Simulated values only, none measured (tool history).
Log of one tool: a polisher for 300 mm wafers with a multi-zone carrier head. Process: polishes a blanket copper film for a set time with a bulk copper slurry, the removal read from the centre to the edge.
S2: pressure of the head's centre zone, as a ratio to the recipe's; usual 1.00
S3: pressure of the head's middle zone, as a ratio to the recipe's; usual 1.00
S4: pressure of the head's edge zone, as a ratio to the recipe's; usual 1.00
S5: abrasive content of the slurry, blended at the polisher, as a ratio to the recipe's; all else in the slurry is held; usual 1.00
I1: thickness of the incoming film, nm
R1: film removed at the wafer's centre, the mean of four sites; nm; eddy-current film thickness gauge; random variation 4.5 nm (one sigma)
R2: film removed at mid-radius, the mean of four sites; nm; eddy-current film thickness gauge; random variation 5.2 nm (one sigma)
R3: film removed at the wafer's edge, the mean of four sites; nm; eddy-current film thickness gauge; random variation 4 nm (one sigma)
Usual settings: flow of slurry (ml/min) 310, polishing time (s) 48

{"run": 1, "hour": 0.0, "flow of slurry (ml/min)": 310, "S2": 1.0, "S3": 1.0, "S4": 1.0, "S5": 1.0, "polishing time (s)": 48, "I1": 2086.4, "R1": 462.3, "R2": 460.8, "R3": 463.4}
{"hour": 95.3, "done": "worn pad replaced by a new one"}
{"run": 2, "hour": 102.9, "flow of slurry (ml/min)": 310, "S2": 1.07, "S3": 1.0, "S4": 1.0, "S5": 0.8, "polishing time (s)": 48, "I1": 2131.7, "R1": 507.3, "R2": 478.9, "R3": 483.3}
{"run": 3, "hour": 163.6, "flow of slurry (ml/min)": 310, "S2": 1.07, "S3": 1.0, "S4": 1.0, "S5": 0.8, "polishing time (s)": 48, "I1": 2145.6, "R1": 495.7, "R2": 470.2, "R3": 477.0}
{"run": 4, "hour": 205.1, "flow of slurry (ml/min)": 310, "S2": 1.07, "S3": 1.0, "S4": 1.0, "S5": 0.8, "polishing time (s)": 48, "I1": 2091.5, "R1": 494.2, "R2": 452.7, "R3": 469.9}
{"hour": 268.3, "done": "edge zone pressure recalibrated"}
{"hour": 301.1, "done": "carrier head's membrane replaced by a new one"}
{"run": 5, "hour": 301.6, "flow of slurry (ml/min)": 310, "S2": 1.0, "S3": 1.04, "S4": 1.03, "S5": 1.25, "polishing time (s)": 48, "I1": 2120.1, "R1": 489.9, "R2": 506.6, "R3": 484.7}
{"hour": 329.9, "done": "slurry nozzle cleaned"}
{"run": 6, "hour": 395.4, "flow of slurry (ml/min)": 310, "S2": 1.0, "S3": 1.0, "S4": 0.95, "S5": 1.0, "polishing time (s)": 48, "I1": 2102.5, "R1": 469.9, "R2": 468.6, "R3": 462.1}
{"run": 7, "hour": 486.6, "flow of slurry (ml/min)": 240, "S2": 1.0, "S3": 1.0, "S4": 1.0, "S5": 1.0, "polishing time (s)": 48, "I1": 2089.1, "R1": 457.6, "R2": 451.6, "R3": 460.4}
{"hour": 534.5, "done": "worn pad replaced by a new one"}
{"run": 8, "hour": 581.5, "flow of slurry (ml/min)": 380, "S2": 1.06, "S3": 1.0, "S4": 1.07, "S5": 1.15, "polishing time (s)": 48, "I1": 2102.2, "R1": 532.0, "R2": 508.4, "R3": 519.7}
{"run": 9, "hour": 622.7, "flow of slurry (ml/min)": 310, "S2": 1.0, "S3": 1.0, "S4": 1.0, "S5": 1.0, "polishing time (s)": 48, "I1": 2116.0, "R1": 483.8, "R2": 472.7, "R3": 487.0}
{"run": 10, "hour": 699.3, "flow of slurry (ml/min)": 335, "S2": 1.0, "S3": 1.0, "S4": 1.0, "S5": 1.0, "polishing time (s)": 48, "I1": 2117.0, "R1": 482.7, "R2": 477.2, "R3": 477.1}
{"hour": 771.2, "done": "slurry nozzle cleaned"}
{"run": 11, "hour": 800.5, "flow of slurry (ml/min)": 310, "S2": 1.0, "S3": 1.1, "S4": 1.0, "S5": 1.0, "polishing time (s)": 37, "I1": 2089.7, "R1": 362.1, "R2": 382.7, "R3": 364.9}

The next listed run, before its measurement:
{"hour": 841.1, "done": "centre zone pressure recalibrated"}
{"hour": 843.7, "done": "edge zone pressure recalibrated"}
{"run": 12, "hour": 870.0, "flow of slurry (ml/min)": 220, "S2": 1.0, "S3": 1.0, "S4": 1.0, "S5": 1.0, "polishing time (s)": 39, "I1": 2072.5, "R1": "?", "R2": "?", "R3": "?"}

Run 12 gave R1 370.7 nm, R2 358.1 nm, R3 371.1 nm.
Without the tool's hidden state the same run would have given R1 394.2 nm, R2 380.8 nm, R3 394.5 nm.
